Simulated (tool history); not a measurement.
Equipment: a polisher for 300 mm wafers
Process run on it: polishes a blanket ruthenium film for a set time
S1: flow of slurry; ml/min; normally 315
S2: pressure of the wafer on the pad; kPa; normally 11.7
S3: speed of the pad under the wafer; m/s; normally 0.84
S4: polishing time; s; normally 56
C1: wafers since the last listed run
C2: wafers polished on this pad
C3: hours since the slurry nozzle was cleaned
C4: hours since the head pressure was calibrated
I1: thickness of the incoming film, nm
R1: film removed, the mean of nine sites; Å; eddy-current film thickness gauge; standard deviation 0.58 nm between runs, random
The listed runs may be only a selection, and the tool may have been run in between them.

run,hour,S1,S2,S3,S4,C1,C2,C3,C4,I1,R1
1,0.0,315,11.7,0.84,56,0,1524,130.6,287.4,552.1,395
2,31.7,315,11.7,0.84,56,298,1823,162.3,319.1,558.1,372
3,63.7,315,11.7,0.84,56,301,2124,194.3,351.1,541.3,363
# hour 72.6: head pressure recalibrated
4,90.4,315,11.7,0.84,56,232,2357,221.0,17.8,550.5,410
5,107.2,315,11.7,0.84,56,158,2515,237.8,34.6,551.0,397
6,122.5,315,11.7,0.84,56,144,2659,253.1,49.9,544.6,406
# hour 126.6: worn pad replaced by a new one
7,146.6,315,11.7,0.84,56,189,188,277.2,74.0,540.2,426
8,166.9,315,11.7,0.84,56,191,379,297.5,94.3,553.0,425
9,184.5,315,11.7,0.84,56,165,545,315.1,111.9,551.9,422
10,205.7,315,11.7,0.84,56,199,744,336.3,133.1,552.6,426
11,235.1,315,11.7,0.84,56,276,1021,365.7,162.5,549.6,407
12,270.7,315,10.3,0.84,56,335,1356,401.3,198.1,546.8,356
13,299.3,315,10.3,0.84,56,269,1625,429.9,226.7,542.9,346
14,332.2,315,10.3,0.84,56,309,1935,462.8,259.6,547.8,340
# hour 357.5: worn pad replaced by a new one
15,362.7,395,11.7,0.84,48,249,48,493.3,290.1,548.3,346
# hour 380.9: head pressure recalibrated
16,395.6,315,11.7,0.84,56,290,339,526.2,14.7,553.0,443
17,423.9,315,11.7,1.04,56,266,606,554.5,43.0,559.5,533
18,452.3,375,11.7,0.96,56,267,873,582.9,71.4,553.3,506
# hour 462.5: slurry nozzle cleaned
19,483.8,315,11.7,0.84,37,287,1160,21.3,102.9,550.8,281
20,518.0,315,11.7,0.74,43,322,1482,55.5,137.1,544.3,281
21,530.8,315,9.0,0.84,56,120,1603,68.3,149.9,554.6,313
22,557.9,315,11.7,0.84,56,255,1858,95.4,177.0,548.4,391
23,570.8,240,13.1,0.94,41,121,1979,108.3,189.9,548.3,353
24,596.8,315,15.2,1.04,56,244,2224,134.3,215.9,557.3,617
# hour 655.9: worn pad replaced by a new one
# hour 697.4: head pressure recalibrated
25,697.9,315,11.7,0.76,56,895,376,235.4,0.5,557.2,387
26,713.0,315,11.7,0.84,56,142,518,250.5,15.6,550.7,432
27,731.1,315,11.7,0.84,56,170,688,268.6,33.7,555.4,434
28,766.1,315,13.1,0.96,56,329,1018,303.6,68.7,553.4,540
29,779.6,415,13.8,0.56,56,127,1145,317.1,82.2,547.4,336
30,812.4,410,8.3,1.02,56,308,1454,349.9,115.0,542.1,369
31,836.7,410,11.7,0.66,56,228,1683,374.2,139.3,546.5,323
32,869.4,315,11.7,0.58,56,307,1990,406.9,172.0,553.1,271
33,895.6,210,14.5,0.84,56,246,2237,433.1,198.2,552.6,465
34,911.6,315,11.7,0.84,56,150,2388,449.1,214.2,554.2,385
# hour 935.8: worn pad replaced by a new one
35,940.0,245,15.9,0.84,56,229,39,477.5,242.6,558.4,532
36,963.7,315,11.7,0.84,56,223,262,501.2,266.3,548.0,393
37,985.1,375,14.5,0.84,56,201,464,522.6,287.7,556.9,499
# hour 991.3: head pressure recalibrated
# hour 1009.3: slurry nozzle cleaned
38,1017.8,210,11.7,1.10,75,279,743,8.5,26.5,548.8,713

Alternative continuations, all from the tool just after run 38; predict every row:
A,1018.2,315,11.7,0.84,56,3,747,8.9,26.9,556.5,?
B,1018.2,315,11.7,1.02,64,3,747,8.9,26.9,556.5,?
C,1018.2,410,8.3,0.84,56,3,747,8.9,26.9,556.5,?

run,R1
A,421
B,584
C,304
What these runs would have given with no unlogged condition in the tool:
run,R1
A,432
B,600
C,312
